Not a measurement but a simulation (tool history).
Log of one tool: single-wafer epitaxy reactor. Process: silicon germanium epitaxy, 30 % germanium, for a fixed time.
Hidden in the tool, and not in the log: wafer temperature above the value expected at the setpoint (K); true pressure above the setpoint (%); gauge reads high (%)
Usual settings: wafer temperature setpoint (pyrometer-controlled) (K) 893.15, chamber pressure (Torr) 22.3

run,hour,wafer temperature setpoint (pyrometer-controlled) (K),chamber pressure (Torr),wafers since the last listed run,hours since the last pyrometer calibration,hours since the last manometer calibration,hours since the showerhead was replaced,hours since the gauge calibration,"read-back reference wafer on the same gauge, thickness_nm",mean film thickness on the monitor wafer (nm)
1,0.0,893.15,23.6,0,2037.7,2351.0,5200.9,569.5,108.014,86.873
2,16.4,893.15,23.6,164,2054.1,2367.4,5217.3,585.9,107.857,86.834
3,32.5,902.15,23.7,161,2070.2,2383.5,5233.4,602.0,107.918,103.866
4,62.4,902.15,23.7,300,2100.1,2413.4,5263.3,631.9,108.079,103.387
5,93.6,902.15,23.7,313,2131.3,2444.6,5294.5,663.1,108.103,103.582
6,127.7,893.15,22.3,343,2165.4,2478.7,5328.6,697.2,108.007,83.365
7,143.2,893.15,22.3,155,2180.9,2494.2,5344.1,712.7,107.992,83.493
8,160.6,893.15,22.3,175,2198.3,2511.6,5361.5,730.1,107.867,83.658
9,190.8,882.15,22.3,303,2228.5,2541.8,5391.7,760.3,107.937,66.419
10,240.5,883.15,22.3,499,2278.2,2591.5,5441.4,810.0,108.016,67.871
11,267.5,883.15,22.3,271,2305.2,2618.5,5468.4,837.0,107.883,67.835
# hour 290.2: capacitance manometer re-zeroed and calibrated
12,290.7,883.15,22.3,152,2328.4,0.5,5491.6,860.2,108.072,70.906
13,311.0,893.15,22.3,204,2348.7,20.8,5511.9,880.5,107.894,87.438
14,333.5,893.15,22.3,226,2371.2,43.3,5534.4,903.0,108.058,87.207
15,346.9,893.15,22.3,134,2384.6,56.7,5547.8,916.4,107.905,87.205
16,377.1,893.15,26.3,303,2414.8,86.9,5578.0,946.6,108.149,94.120
17,393.1,885.15,22.3,160,2430.8,102.9,5594.0,962.6,108.167,73.655
18,426.2,902.15,23.7,332,2463.9,136.0,5627.1,995.7,108.070,107.776
# hour 437.4: pyrometer calibrated
19,439.5,893.15,22.3,53,2.1,149.3,5640.4,1009.0,107.897,94.622
# hour 454.6: showerhead replaced
20,470.3,893.15,24.0,229,32.9,180.1,15.7,1039.8,107.923,97.367
# hour 482.9: gauge calibrated
21,487.9,887.15,17.8,177,50.5,197.7,33.3,5.0,108.022,73.614
22,501.5,893.15,25.6,136,64.1,211.3,46.9,18.6,108.027,100.221
23,525.3,881.15,27.2,239,87.9,235.1,70.7,42.4,107.981,81.422
24,558.1,893.15,22.3,329,120.7,267.9,103.5,75.2,107.988,93.022
25,582.7,893.15,26.2,247,145.3,292.5,128.1,99.8,107.835,101.337
26,603.3,886.15,17.4,207,165.9,313.1,148.7,120.4,107.911,69.899
27,628.5,903.15,24.6,253,191.1,338.3,173.9,145.6,108.003,118.534
28,657.1,893.15,22.3,287,219.7,366.9,202.5,174.2,107.914,91.996
29,676.4,900.15,22.3,194,239.0,386.2,221.8,193.5,108.015,105.737
30,694.8,900.15,26.7,185,257.4,404.6,240.2,211.9,107.976,116.330
31,727.9,883.15,24.1,332,290.5,437.7,273.3,245.0,107.969,78.020
32,743.4,883.15,22.3,155,306.0,453.2,288.8,260.5,107.991,74.143
33,758.8,882.15,17.1,154,321.4,468.6,304.2,275.9,108.112,62.040
34,794.1,893.15,18.5,355,356.7,503.9,339.5,311.2,107.909,81.736
35,807.5,879.15,22.3,134,370.1,517.3,352.9,324.6,108.057,68.243

Forecast run 36:
36,827.6,884.15,17.3,202,390.2,537.4,373.0,344.7,?,?

{"run 36": {"read-back reference wafer on the same gauge, thickness_nm": 108.031, "mean film thickness on the monitor wafer (nm)": 64.721}}
Without the tool's hidden state the same run would have given mean film thickness on the monitor wafer (nm) 69.795.
